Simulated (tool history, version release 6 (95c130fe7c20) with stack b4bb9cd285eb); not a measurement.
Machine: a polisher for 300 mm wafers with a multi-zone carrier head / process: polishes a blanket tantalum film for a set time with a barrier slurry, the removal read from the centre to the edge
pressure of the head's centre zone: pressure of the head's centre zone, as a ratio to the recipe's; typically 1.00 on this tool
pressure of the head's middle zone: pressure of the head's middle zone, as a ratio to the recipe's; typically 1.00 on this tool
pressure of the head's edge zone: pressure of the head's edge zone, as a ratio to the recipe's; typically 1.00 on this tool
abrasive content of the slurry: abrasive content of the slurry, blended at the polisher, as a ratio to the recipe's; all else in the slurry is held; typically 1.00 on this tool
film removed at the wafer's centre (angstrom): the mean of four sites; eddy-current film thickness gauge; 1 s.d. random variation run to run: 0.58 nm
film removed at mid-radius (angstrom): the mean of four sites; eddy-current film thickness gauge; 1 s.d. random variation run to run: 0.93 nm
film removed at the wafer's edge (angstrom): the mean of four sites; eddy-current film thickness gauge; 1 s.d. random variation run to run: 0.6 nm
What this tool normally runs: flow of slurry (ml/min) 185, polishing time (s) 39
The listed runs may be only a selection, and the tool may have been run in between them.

run,hour,flow of slurry (ml/min),pressure of the head's centre zone,pressure of the head's middle zone,pressure of the head's edge zone,abrasive content of the slurry,polishing time (s),"incoming thickness of the incoming film, nm",film removed at the wafer's centre (angstrom),film removed at mid-radius (angstrom),film removed at the wafer's edge (angstrom)
1,0.0,185,1.00,1.00,1.00,0.80,49,188.0,793,805,839
2,27.5,185,1.00,1.00,1.00,1.00,39,192.5,678,713,703
3,69.3,185,1.00,1.00,1.00,1.00,39,191.6,765,760,758
4,112.4,205,1.00,1.00,1.00,1.00,39,193.9,763,797,760
5,147.1,185,1.00,1.00,1.00,1.00,46,191.1,877,925,892
6,179.2,185,1.00,1.00,1.00,1.00,39,190.9,736,754,750
7,221.1,185,1.00,1.00,1.00,1.00,39,193.7,738,757,732
8,278.0,185,0.91,0.90,0.93,1.00,39,191.8,667,711,734
9,344.5,220,1.04,1.00,1.00,1.00,47,185.8,931,920,904
10,391.8,185,1.00,1.00,1.00,1.00,39,189.3,718,747,735
11,416.0,185,1.00,1.00,1.00,1.00,39,190.7,716,743,721
12,482.4,185,1.00,0.96,1.00,1.00,39,192.1,699,711,718
13,549.9,135,1.00,1.12,1.00,1.00,39,190.5,621,712,674
14,681.8,245,1.00,1.00,1.00,1.00,28,193.3,558,589,553
15,716.9,185,1.06,1.00,1.06,1.00,39,185.8,789,786,775
16,759.9,120,0.93,1.00,1.00,0.80,45,188.2,649,711,733
17,825.0,120,1.09,1.00,1.00,0.80,39,186.6,638,617,627
18,875.1,150,1.00,1.00,1.00,1.00,39,193.0,695,702,712
19,923.0,185,1.00,1.08,0.95,1.00,39,190.5,719,774,722
20,978.0,185,1.00,1.00,1.00,0.80,49,186.9,813,842,842

Not shown here: 10 entries made in the log between runs. Locate each between two listed runs and compare the hidden state at the listed run before it with the hidden state at the listed run after it:
Between runs 1 and 2: worn pad replaced by a new one (hour 11.3)
  slurry flow missing at the pad, %: 30.2 -> 31.8
  difference, measured minus the result without the unlogged condition, film removed at the wafer's centre (angstrom): -72 -> -67; film removed at mid-radius (angstrom): -64 -> -61; film removed at the wafer's edge (angstrom): -47 -> -42
Between runs 2 and 3: centre zone pressure recalibrated (hour 30.2); slurry nozzle cleaned (hour 34.7)
  slurry flow missing at the pad, %: 31.8 -> 3.91
  difference, measured minus the result without the unlogged condition, film removed at the wafer's centre (angstrom): -67 -> -6; film removed at mid-radius (angstrom): -61 -> -5; film removed at the wafer's edge (angstrom): -42 -> -4
Between runs 3 and 4: edge zone pressure recalibrated (hour 89.0)
  slurry flow missing at the pad, %: 3.91 -> 6.37
  difference, measured minus the result without the unlogged condition, film removed at the wafer's centre (angstrom): -6 -> -9; film removed at mid-radius (angstrom): -5 -> -8; film removed at the wafer's edge (angstrom): -4 -> -6
Between runs 7 and 8: worn pad replaced by a new one (hour 262.4)
  slurry flow missing at the pad, %: 12.6 -> 15.8
  difference, measured minus the result without the unlogged condition, film removed at the wafer's centre (angstrom): -20 -> -25; film removed at mid-radius (angstrom): -19 -> -24; film removed at the wafer's edge (angstrom): -13 -> -17
Between runs 12 and 13: centre zone pressure recalibrated (hour 502.9); worn pad replaced by a new one (hour 507.8)
  slurry flow missing at the pad, %: 27.5 -> 31.4
  difference, measured minus the result without the unlogged condition, film removed at the wafer's centre (angstrom): -55 -> -86; film removed at mid-radius (angstrom): -48 -> -85; film removed at the wafer's edge (angstrom): -35 -> -54
Between runs 13 and 14: slurry nozzle cleaned (hour 571.4); carrier head's membrane replaced by a new one (hour 576.9)
  slurry flow missing at the pad, %: 31.4 -> 6.59
  difference, measured minus the result without the unlogged condition, film removed at the wafer's centre (angstrom): -86 -> -5; film removed at mid-radius (angstrom): -85 -> -6; film removed at the wafer's edge (angstrom): -54 -> -4
Between runs 16 and 17: worn pad replaced by a new one (hour 800.5)
  slurry flow missing at the pad, %: 11.1 -> 14.8
  difference, measured minus the result without the unlogged condition, film removed at the wafer's centre (angstrom): -25 -> -36; film removed at mid-radius (angstrom): -24 -> -30; film removed at the wafer's edge (angstrom): -17 -> -21

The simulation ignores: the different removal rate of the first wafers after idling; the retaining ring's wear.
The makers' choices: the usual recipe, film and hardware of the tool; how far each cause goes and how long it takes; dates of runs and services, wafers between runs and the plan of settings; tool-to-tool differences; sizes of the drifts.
